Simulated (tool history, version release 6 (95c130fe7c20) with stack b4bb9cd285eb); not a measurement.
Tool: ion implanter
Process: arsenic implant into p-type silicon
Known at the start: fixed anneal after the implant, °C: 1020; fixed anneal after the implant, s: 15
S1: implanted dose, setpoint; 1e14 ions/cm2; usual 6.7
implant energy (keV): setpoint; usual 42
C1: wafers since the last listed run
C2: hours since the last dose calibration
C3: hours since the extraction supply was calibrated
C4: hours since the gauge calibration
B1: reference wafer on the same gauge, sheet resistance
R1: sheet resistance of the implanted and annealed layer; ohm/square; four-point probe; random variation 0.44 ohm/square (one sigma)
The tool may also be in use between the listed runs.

{"run": 1, "hour": 0.0, "S1": 7.21, "implant energy (keV)": 46, "C1": 0, "C2": 70.6, "C3": 4806.9, "C4": 3083.2, "B1": 179.94, "R1": 152.01}
{"run": 2, "hour": 94.9, "S1": 7.21, "implant energy (keV)": 46, "C1": 3668, "C2": 165.5, "C3": 4901.8, "C4": 3178.1, "B1": 180.23, "R1": 152.51}
{"run": 3, "hour": 184.6, "S1": 6.7, "implant energy (keV)": 34.5, "C1": 3467, "C2": 255.2, "C3": 4991.5, "C4": 3267.8, "B1": 180.05, "R1": 170.1}
{"run": 4, "hour": 220.7, "S1": 6.7, "implant energy (keV)": 34.5, "C1": 1395, "C2": 291.3, "C3": 5027.6, "C4": 3303.9, "B1": 179.94, "R1": 169.75}
{"run": 5, "hour": 283.6, "S1": 6.7, "implant energy (keV)": 42, "C1": 2431, "C2": 354.2, "C3": 5090.5, "C4": 3366.8, "B1": 180.05, "R1": 164.02}
{"run": 6, "hour": 356.6, "S1": 6.7, "implant energy (keV)": 42, "C1": 2821, "C2": 427.2, "C3": 5163.5, "C4": 3439.8, "B1": 179.99, "R1": 164.92}
{"run": 7, "hour": 393.0, "S1": 6.7, "implant energy (keV)": 42, "C1": 1406, "C2": 463.6, "C3": 5199.9, "C4": 3476.2, "B1": 179.87, "R1": 165.5}
{"run": 8, "hour": 447.2, "S1": 6.7, "implant energy (keV)": 42, "C1": 2094, "C2": 517.8, "C3": 5254.1, "C4": 3530.4, "B1": 179.94, "R1": 165.64}
{"hour": 460.9, "done": "extraction supply calibrated"}
{"run": 9, "hour": 551.8, "S1": 7.91, "implant energy (keV)": 42, "C1": 3733, "C2": 622.4, "C3": 90.9, "C4": 3635, "B1": 180.17, "R1": 146.2}
{"hour": 631.2, "done": "Faraday cup replaced and dose calibrated, repeated, since the last time left the tool worse"}
{"run": 10, "hour": 631.7, "S1": 6.7, "implant energy (keV)": 42, "C1": 2779, "C2": 0.5, "C3": 170.8, "C4": 3714.9, "B1": 180.03, "R1": 156.51}
{"run": 11, "hour": 693.5, "S1": 6.7, "implant energy (keV)": 42, "C1": 2388, "C2": 62.3, "C3": 232.6, "C4": 3776.7, "B1": 179.92, "R1": 157.32}
{"run": 12, "hour": 765.2, "S1": 6.7, "implant energy (keV)": 42, "C1": 2771, "C2": 134, "C3": 304.3, "C4": 3848.4, "B1": 180.04, "R1": 159.67}
{"hour": 813.9, "done": "gauge calibrated"}
{"run": 13, "hour": 834.2, "S1": 6.7, "implant energy (keV)": 42, "C1": 2667, "C2": 203, "C3": 373.3, "C4": 20.3, "B1": 179.96, "R1": 159.97}
{"run": 14, "hour": 937.6, "S1": 8.39, "implant energy (keV)": 50, "C1": 3996, "C2": 306.4, "C3": 476.7, "C4": 123.7, "B1": 180, "R1": 132.01}
{"run": 15, "hour": 1014.1, "S1": 6.7, "implant energy (keV)": 42, "C1": 2956, "C2": 382.9, "C3": 553.2, "C4": 200.2, "B1": 180.08, "R1": 159.63}
{"run": 16, "hour": 1075.1, "S1": 6.7, "implant energy (keV)": 42, "C1": 2357, "C2": 443.9, "C3": 614.2, "C4": 261.2, "B1": 179.88, "R1": 159.91}
{"run": 17, "hour": 1164.2, "S1": 6.7, "implant energy (keV)": 42, "C1": 3443, "C2": 533, "C3": 703.3, "C4": 350.3, "B1": 180.12, "R1": 160.52}
{"run": 18, "hour": 1267.6, "S1": 6.7, "implant energy (keV)": 34.5, "C1": 3996, "C2": 636.4, "C3": 806.7, "C4": 453.7, "B1": 179.92, "R1": 166.58}
{"hour": 1313.4, "done": "Faraday cup replaced and dose calibrated"}
{"run": 19, "hour": 1365.1, "S1": 6.7, "implant energy (keV)": 42, "C1": 3459, "C2": 51.7, "C3": 904.2, "C4": 551.2, "B1": 179.98, "R1": 156.92}
{"run": 20, "hour": 1411.0, "S1": 5.22, "implant energy (keV)": 46, "C1": 1774, "C2": 97.6, "C3": 950.1, "C4": 597.1, "B1": 180.15, "R1": 188.42}
{"run": 21, "hour": 1491.2, "S1": 4.92, "implant energy (keV)": 54.5, "C1": 3099, "C2": 177.8, "C3": 1030.3, "C4": 677.3, "B1": 179.95, "R1": 193.24}
{"run": 22, "hour": 1583.2, "S1": 6.7, "implant energy (keV)": 27.5, "C1": 3556, "C2": 269.8, "C3": 1122.3, "C4": 769.3, "B1": 180.13, "R1": 170.55}
{"run": 23, "hour": 1631.9, "S1": 5.34, "implant energy (keV)": 53, "C1": 1882, "C2": 318.5, "C3": 1171, "C4": 818, "B1": 180.03, "R1": 182.41}
{"run": 24, "hour": 1672.9, "S1": 6.7, "implant energy (keV)": 35, "C1": 1584, "C2": 359.5, "C3": 1212, "C4": 859, "B1": 179.95, "R1": 163.82}
{"run": 25, "hour": 1743.7, "S1": 6.7, "implant energy (keV)": 42, "C1": 2736, "C2": 430.3, "C3": 1282.8, "C4": 929.8, "B1": 179.95, "R1": 159.9}
{"run": 26, "hour": 1830.8, "S1": 8.64, "implant energy (keV)": 54.5, "C1": 3366, "C2": 517.4, "C3": 1369.9, "C4": 1016.9, "B1": 179.86, "R1": 127.01}
{"run": 27, "hour": 1911.9, "S1": 6.7, "implant energy (keV)": 42, "C1": 3134, "C2": 598.5, "C3": 1451, "C4": 1098, "B1": 179.98, "R1": 159.14}
{"run": 28, "hour": 1952.8, "S1": 5.54, "implant energy (keV)": 35, "C1": 1580, "C2": 639.4, "C3": 1491.9, "C4": 1138.9, "B1": 180.01, "R1": 188.91}
{"hour": 1965.8, "done": "Faraday cup replaced and dose calibrated"}
{"run": 29, "hour": 2035.9, "S1": 7.47, "implant energy (keV)": 55, "C1": 2902, "C2": 70.1, "C3": 1575, "C4": 1222, "B1": 179.96, "R1": 139.98}
{"run": 30, "hour": 2138.0, "S1": 5.72, "implant energy (keV)": 29.5, "C1": 3946, "C2": 172.2, "C3": 1677.1, "C4": 1324.1, "B1": 179.85, "R1": 189.45}
{"run": 31, "hour": 2179.8, "S1": 5.92, "implant energy (keV)": 34.5, "C1": 1615, "C2": 214, "C3": 1718.9, "C4": 1365.9, "B1": 179.99, "R1": 180.89}
{"run": 32, "hour": 2270.5, "S1": 5.08, "implant energy (keV)": 35.5, "C1": 3505, "C2": 304.7, "C3": 1809.6, "C4": 1456.6, "B1": 180.06, "R1": 202.1}
{"run": 33, "hour": 2321.5, "S1": 6.01, "implant energy (keV)": 42, "C1": 1971, "C2": 355.7, "C3": 1860.6, "C4": 1507.6, "B1": 179.86, "R1": 173.12}
{"run": 34, "hour": 2358.3, "S1": 6.7, "implant energy (keV)": 42, "C1": 1422, "C2": 392.5, "C3": 1897.4, "C4": 1544.4, "B1": 180.01, "R1": 159.62}
{"run": 35, "hour": 2421.0, "S1": 4.9, "implant energy (keV)": 29.5, "C1": 2423, "C2": 455.2, "C3": 1960.1, "C4": 1607.1, "B1": 180.01, "R1": 213.79}
{"run": 36, "hour": 2461.8, "S1": 6.7, "implant energy (keV)": 42, "C1": 1577, "C2": 496, "C3": 2000.9, "C4": 1647.9, "B1": 179.98, "R1": 159.44}
{"hour": 2771.4, "done": "Faraday cup replaced and dose calibrated"}
{"run": 37, "hour": 2771.9, "S1": 6.05, "implant energy (keV)": 46, "C1": 11676, "C2": 0.5, "C3": 2311, "C4": 1958, "B1": 179.92, "R1": 167.41}

4 ways to go on from here, each from the tool as it stands after run 37. What would each give?
{"run": "A", "hour": 2772.3, "S1": 6.7, "implant energy (keV)": 37, "C1": 15, "C2": 0.9, "C3": 2311.4, "C4": 1958.4, "B1": "?", "R1": "?"}
{"run": "B", "hour": 2772.3, "S1": 5.13, "implant energy (keV)": 38, "C1": 15, "C2": 0.9, "C3": 2311.4, "C4": 1958.4, "B1": "?", "R1": "?"}
{"run": "C", "hour": 2772.3, "S1": 8.35, "implant energy (keV)": 47, "C1": 15, "C2": 0.9, "C3": 2311.4, "C4": 1958.4, "B1": "?", "R1": "?"}
{"run": "D", "hour": 2772.3, "S1": 8.67, "implant energy (keV)": 52.5, "C1": 15, "C2": 0.9, "C3": 2311.4, "C4": 1958.4, "B1": "?", "R1": "?"}

run=A B1=179.96 R1=160.21
run=B B1=179.96 R1=195.46
run=C B1=179.96 R1=130.91
run=D B1=179.96 R1=125.37
Without the tool's hidden state the same runs would have given:
run=A R1=160.39
run=B R1=195.69
run=C R1=131.05
run=D R1=125.5

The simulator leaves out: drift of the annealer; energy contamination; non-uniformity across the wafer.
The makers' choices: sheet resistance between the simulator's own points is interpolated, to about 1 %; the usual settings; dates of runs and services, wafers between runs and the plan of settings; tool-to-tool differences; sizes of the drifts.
